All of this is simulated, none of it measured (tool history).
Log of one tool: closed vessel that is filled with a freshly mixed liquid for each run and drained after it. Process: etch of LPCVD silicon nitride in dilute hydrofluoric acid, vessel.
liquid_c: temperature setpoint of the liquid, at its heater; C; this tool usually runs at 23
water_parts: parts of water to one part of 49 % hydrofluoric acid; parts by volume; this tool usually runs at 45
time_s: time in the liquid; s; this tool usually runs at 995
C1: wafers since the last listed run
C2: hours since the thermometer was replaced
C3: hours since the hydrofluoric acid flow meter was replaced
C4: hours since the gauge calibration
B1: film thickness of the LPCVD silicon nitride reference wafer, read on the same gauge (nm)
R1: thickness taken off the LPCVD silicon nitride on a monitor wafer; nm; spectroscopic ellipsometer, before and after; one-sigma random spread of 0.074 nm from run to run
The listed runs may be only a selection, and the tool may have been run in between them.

run 1 hour=0 | liquid_c=23 water_parts=45 time_s=1175 | C1=0 C2=1740 C3=2430.9 C4=605.6 | B1=139.99 | R1=12.74
run 2 hour=19.5 | liquid_c=23 water_parts=45 time_s=1175 | C1=1298 C2=1759.5 C3=2450.4 C4=625.1 | B1=140.02 | R1=12.67
run 3 hour=40.8 | liquid_c=23 water_parts=45 time_s=995 | C1=1418 C2=1780.8 C3=2471.7 C4=646.4 | B1=140 | R1=10.79
run 4 hour=57.5 | liquid_c=23 water_parts=45 time_s=995 | C1=1112 C2=1797.5 C3=2488.4 C4=663.1 | B1=140.01 | R1=10.69
run 5 hour=75.1 | liquid_c=23 water_parts=45 time_s=995 | C1=1172 C2=1815.1 C3=2506 C4=680.7 | B1=140.03 | R1=10.92
run 6 hour=100.1 | liquid_c=23 water_parts=45 time_s=995 | C1=1665 C2=1840.1 C3=2531 C4=705.7 | B1=140.01 | R1=10.68
run 7 hour=131 | liquid_c=23 water_parts=45 time_s=995 | C1=2058 C2=1871 C3=2561.9 C4=736.6 | B1=140 | R1=10.92
run 8 hour=159.5 | liquid_c=23 water_parts=45 time_s=995 | C1=1898 C2=1899.5 C3=2590.4 C4=765.1 | B1=140 | R1=10.8
run 9 hour=178.2 | liquid_c=23 water_parts=45 time_s=995 | C1=1245 C2=1918.2 C3=2609.1 C4=783.8 | B1=140 | R1=10.89
-- hour=190.8 gauge calibrated
run 10 hour=206.2 | liquid_c=23 water_parts=45 time_s=995 | C1=1865 C2=1946.2 C3=2637.1 C4=15.4 | B1=139.99 | R1=10.82
-- hour=211.5 hydrofluoric acid flow meter replaced
run 11 hour=228.5 | liquid_c=23 water_parts=45 time_s=995 | C1=1418 C2=1968.5 C3=17 C4=37.7 | B1=139.99 | R1=10.94
run 12 hour=253.9 | liquid_c=23 water_parts=50 time_s=770 | C1=1691 C2=1993.9 C3=42.4 C4=63.1 | B1=139.98 | R1=7.57
run 13 hour=279 | liquid_c=23 water_parts=45 time_s=995 | C1=1671 C2=2019 C3=67.5 C4=88.2 | B1=140 | R1=10.94
run 14 hour=308.9 | liquid_c=23 water_parts=45 time_s=995 | C1=1991 C2=2048.9 C3=97.4 C4=118.1 | B1=140 | R1=11.03
run 15 hour=343.2 | liquid_c=23 water_parts=30 time_s=995 | C1=2284 C2=2083.2 C3=131.7 C4=152.4 | B1=139.98 | R1=16.32
-- hour=355.5 thermometer replaced
run 16 hour=357.3 | liquid_c=24.5 water_parts=60 time_s=695 | C1=872 C2=1.8 C3=145.8 C4=166.5 | B1=139.96 | R1=5.61
run 17 hour=389.9 | liquid_c=23 water_parts=55 time_s=995 | C1=2171 C2=34.4 C3=178.4 C4=199.1 | B1=140 | R1=7.81
run 18 hour=415.4 | liquid_c=23 water_parts=30 time_s=610 | C1=1698 C2=59.9 C3=203.9 C4=224.6 | B1=140.01 | R1=8.68
run 19 hour=429.8 | liquid_c=23 water_parts=30 time_s=610 | C1=959 C2=74.3 C3=218.3 C4=239 | B1=139.96 | R1=8.74
run 20 hour=463.4 | liquid_c=23 water_parts=45 time_s=995 | C1=2238 C2=107.9 C3=251.9 C4=272.6 | B1=140 | R1=9.59
run 21 hour=484.1 | liquid_c=23 water_parts=55 time_s=995 | C1=1378 C2=128.6 C3=272.6 C4=293.3 | B1=140 | R1=7.86
run 22 hour=584.8 | liquid_c=27 water_parts=45 time_s=995 | C1=6707 C2=229.3 C3=373.3 C4=394 | B1=139.99 | R1=12.62
run 23 hour=619.3 | liquid_c=25.5 water_parts=65 time_s=995 | C1=2298 C2=263.8 C3=407.8 C4=428.5 | B1=139.99 | R1=8.03

Below, each run's measurement less what the same run would have read without the hidden state. Both values contain the same run-to-run variation, but the gauge's scatter may not be the same in both:
Unlogged tool condition in this case: liquid hotter than its thermometer reads (K); hydrofluoric acid flow above the setpoint (%); gauge reads high (%).
run=1 R1=+1.54
run=2 R1=+1.54
run=3 R1=+1.33
run=4 R1=+1.32
run=5 R1=+1.37
run=6 R1=+1.35
run=7 R1=+1.4
run=8 R1=+1.41
run=9 R1=+1.42
run=10 R1=+1.44
run=11 R1=+1.47
run=12 R1=+1.03
run=13 R1=+1.5
run=14 R1=+1.54
run=15 R1=+2.32
run=16 R1=+0.06
run=17 R1=+0.11
run=18 R1=+0.14
run=19 R1=+0.14
run=20 R1=+0.19
run=21 R1=+0.16
run=22 R1=+0.34
run=23 R1=+0.23
